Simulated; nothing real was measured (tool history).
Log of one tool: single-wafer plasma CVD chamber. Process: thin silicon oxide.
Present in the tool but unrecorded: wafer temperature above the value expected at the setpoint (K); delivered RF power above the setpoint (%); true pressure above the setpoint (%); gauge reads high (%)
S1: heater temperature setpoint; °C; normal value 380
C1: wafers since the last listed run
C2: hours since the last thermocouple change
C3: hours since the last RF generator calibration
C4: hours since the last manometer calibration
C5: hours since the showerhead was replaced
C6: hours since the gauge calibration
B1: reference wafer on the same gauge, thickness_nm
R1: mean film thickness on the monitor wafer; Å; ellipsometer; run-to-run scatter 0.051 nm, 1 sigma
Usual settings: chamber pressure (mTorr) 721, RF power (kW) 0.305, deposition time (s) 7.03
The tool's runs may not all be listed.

Run 1, hour 0.0: usual settings; C1 0; C2 971.3; C3 11.5; C4 1652.7; C5 4027.1; C6 832.1; B1 11.405. Result: R1 121.02 Å.
Run 2, hour 102.7: usual settings; C1 3502; C2 1074.0; C3 114.2; C4 1755.4; C5 4129.8; C6 934.8; B1 11.390. Result: R1 121.02 Å.
At hour 160.1: gauge calibrated.
Run 3, hour 208.6: usual settings but chamber pressure (mTorr) 843; C1 3611; C2 1179.9; C3 220.1; C4 1861.3; C5 4235.7; C6 48.5; B1 11.388. Result: R1 139.21 Å.
Run 4, hour 255.3: usual settings but chamber pressure (mTorr) 843; C1 1592; C2 1226.6; C3 266.8; C4 1908.0; C5 4282.4; C6 95.2; B1 11.390. Result: R1 138.44 Å.
Run 5, hour 361.9: usual settings but chamber pressure (mTorr) 774; C1 3635; C2 1333.2; C3 373.4; C4 2014.6; C5 4389.0; C6 201.8; B1 11.396. Result: R1 130.00 Å.
Run 6, hour 419.1: usual settings; C1 1950; C2 1390.4; C3 430.6; C4 2071.8; C5 4446.2; C6 259.0; B1 11.416. Result: R1 121.64 Å.
Run 7, hour 479.3: usual settings; C1 2053; C2 1450.6; C3 490.8; C4 2132.0; C5 4506.4; C6 319.2; B1 11.402. Result: R1 122.54 Å.
Run 8, hour 528.2: usual settings but chamber pressure (mTorr) 678; C1 1667; C2 1499.5; C3 539.7; C4 2180.9; C5 4555.3; C6 368.1; B1 11.382. Result: R1 114.32 Å.
Run 9, hour 623.7: usual settings but chamber pressure (mTorr) 678; C1 3257; C2 1595.0; C3 635.2; C4 2276.4; C5 4650.8; C6 463.6; B1 11.397. Result: R1 116.06 Å.
Run 10, hour 697.4: usual settings but chamber pressure (mTorr) 678; C1 2513; C2 1668.7; C3 708.9; C4 2350.1; C5 4724.5; C6 537.3; B1 11.413. Result: R1 115.52 Å.
Run 11, hour 733.6: usual settings; C1 1234; C2 1704.9; C3 745.1; C4 2386.3; C5 4760.7; C6 573.5; B1 11.393. Result: R1 123.39 Å.
At hour 765.7: showerhead replaced.
At hour 785.9: thermocouple changed; heater temperature recalibrated.
Run 12, hour 851.6: usual settings but RF power (kW) 0.335; C1 3478; C2 65.7; C3 863.1; C4 2504.3; C5 85.9; C6 691.5; B1 11.397. Result: R1 127.59 Å.
Run 13, hour 902.3: usual settings but RF power (kW) 0.335, deposition time (s) 6.49; C1 1729; C2 116.4; C3 913.8; C4 2555.0; C5 136.6; C6 742.2; B1 11.398. Result: R1 116.59 Å.
At hour 923.5: capacitance manometer re-zeroed and calibrated.
At hour 943.9: RF generator calibrated.
Run 14, hour 967.4: usual settings; C1 1674; C2 181.5; C3 23.5; C4 43.9; C5 201.7; C6 807.3; B1 11.394. Result: R1 119.07 Å.
At hour 1012.8: gauge calibrated.
Run 15, hour 1071.5: usual settings but S1 368 °C, chamber pressure (mTorr) 599; C1 3550; C2 285.6; C3 127.6; C4 148.0; C5 305.8; C6 58.7; B1 11.401. Result: R1 99.32 Å.
Run 16, hour 1125.4: usual settings but S1 389 °C; C1 1838; C2 339.5; C3 181.5; C4 201.9; C5 359.7; C6 112.6; B1 11.392. Result: R1 118.12 Å.
Run 17, hour 1208.2: usual settings but S1 394 °C, deposition time (s) 7.84; C1 2824; C2 422.3; C3 264.3; C4 284.7; C5 442.5; C6 195.4; B1 11.395. Result: R1 131.21 Å.
Run 18, hour 1245.2: usual settings but S1 371 °C, chamber pressure (mTorr) 555, RF power (kW) 0.255, deposition time (s) 6.11; C1 1261; C2 459.3; C3 301.3; C4 321.7; C5 479.5; C6 232.4; B1 11.397. Result: R1 75.44 Å.
Run 19, hour 1341.6: usual settings but RF power (kW) 0.325, deposition time (s) 7.38; C1 3287; C2 555.7; C3 397.7; C4 418.1; C5 575.9; C6 328.8; B1 11.414. Result: R1 127.99 Å.
Run 20, hour 1425.5: usual settings but RF power (kW) 0.265; C1 2861; C2 639.6; C3 481.6; C4 502.0; C5 659.8; C6 412.7; B1 11.411. Result: R1 113.59 Å.

Selected run-to-run steps in R1, each split into two signed amounts: the part the tool would show with no hidden state at all (from settings, incoming material and random variation), and the remainder, which goes to the hidden state together with any gauge scatter not common to the measured and the hidden-state-free results:
Run 11 -> 12: RF power (kW) 0.305 -> 0.335, showerhead replaced, thermocouple changed; heater temperature recalibrated. R1 +4.20 Å: hidden state +0.41, all else +3.79.
Run 13 -> 14: RF power (kW) 0.335 -> 0.305, deposition time (s) 6.49 -> 7.03, capacitance manometer re-zeroed and calibrated, RF generator calibrated. R1 +2.48 Å: hidden state -4.65, all else +7.13.
Run 17 -> 18: S1 394 -> 371, chamber pressure (mTorr) 721 -> 555, RF power (kW) 0.305 -> 0.255, deposition time (s) 7.84 -> 6.11. R1 -55.77 Å: hidden state -0.08, all else -55.69.
Run 18 -> 19: S1 371 -> 380, chamber pressure (mTorr) 555 -> 721, RF power (kW) 0.255 -> 0.325, deposition time (s) 6.11 -> 7.38. R1 +52.55 Å: hidden state +0.39, all else +52.16.
